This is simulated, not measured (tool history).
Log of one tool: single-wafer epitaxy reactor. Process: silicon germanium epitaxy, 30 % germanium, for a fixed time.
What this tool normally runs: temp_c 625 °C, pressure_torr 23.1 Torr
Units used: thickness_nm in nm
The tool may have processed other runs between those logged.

run,hour,temp_c,pressure_torr,wafers since the last listed run,hours since the last pyrometer calibration,hours since the last manometer calibration,hours since the showerhead was replaced,hours since the gauge calibration,"read-back reference wafer on the same gauge, thickness_nm",thickness_nm
1,0,625,23.1,0,358.7,1034.7,5273.2,436.1,105.98,102.759
2,40.5,625,23.1,568,399.2,1075.2,5313.7,476.6,106.055,102.536
3,88.9,625,23.1,679,447.6,1123.6,5362.1,525,106.091,102.909
4,147.1,636,23.1,817,505.8,1181.8,5420.3,583.2,106.138,121.912
5,216.2,625,23.1,970,574.9,1250.9,5489.4,652.3,105.919,103.525
6,252,625,23.1,502,610.7,1286.7,5525.2,688.1,105.933,103.658
7,281.5,625,25.1,414,640.2,1316.2,5554.7,717.6,106.179,107.543
8,344.7,625,21.3,887,703.4,1379.4,5617.9,780.8,106.069,99.471
9,376.8,625,21.3,450,735.5,1411.5,5650,812.9,105.988,100.349
10,429.4,625,21.4,738,788.1,1464.1,5702.6,865.5,106.105,100.39
11,496,625,21.4,935,854.7,1530.7,5769.2,932.1,105.912,100.644
# hour 525.1: capacitance manometer re-zeroed and calibrated
# hour 549: gauge calibrated
12,565.3,625,21.4,860,924,40.2,5838.5,16.3,106.049,98.639
# hour 610.3: showerhead replaced, of another model than before
13,610.8,625,23.1,526,969.5,85.7,0.5,61.8,106.029,102.447
14,650.5,638,21.6,557,1009.2,125.4,40.2,101.5,105.954,121.29
15,706.4,612,18.7,784,1065.1,181.3,96.1,157.4,105.891,79.136
16,765.8,625,23.1,834,1124.5,240.7,155.5,216.8,106.078,102.362
17,830.7,618,23.1,911,1189.4,305.6,220.4,281.7,106.048,91.525
18,858.3,638,23.1,387,1217,333.2,248,309.3,106.069,123.83
# hour 910.5: pyrometer calibrated
19,927.9,638,20.1,864,17.4,402.8,317.6,378.9,105.932,119.154
20,971.7,639,23.1,614,61.2,446.6,361.4,422.7,106.053,125.964
21,1007,639,25.5,495,96.5,481.9,396.7,458,105.942,129.921
22,1058.7,625,23.1,725,148.2,533.6,448.4,509.7,106.016,102.433
23,1100.9,613,27.2,592,190.4,575.8,490.6,551.9,105.958,89.601
24,1162.5,625,27.7,864,252,637.4,552.2,613.5,106.133,108.178
25,1201,630,18.5,540,290.5,675.9,590.7,652,106.101,103.477

The same runs without the tool's hidden state, with the same run-to-run variation:
The hidden state here: wafer temperature above the value expected at the setpoint (K); true pressure above the setpoint (%); gauge reads high (%).
run,thickness_nm
1,101.939
2,101.621
3,101.869
4,120.5
5,102.136
6,102.165
7,105.904
8,97.772
9,98.539
10,98.417
11,98.452
12,98.642
13,102.444
14,121.28
15,79.119
16,102.32
17,91.462
18,123.729
19,119.011
20,125.776
21,129.695
22,102.214
23,89.377
24,107.846
25,103.12
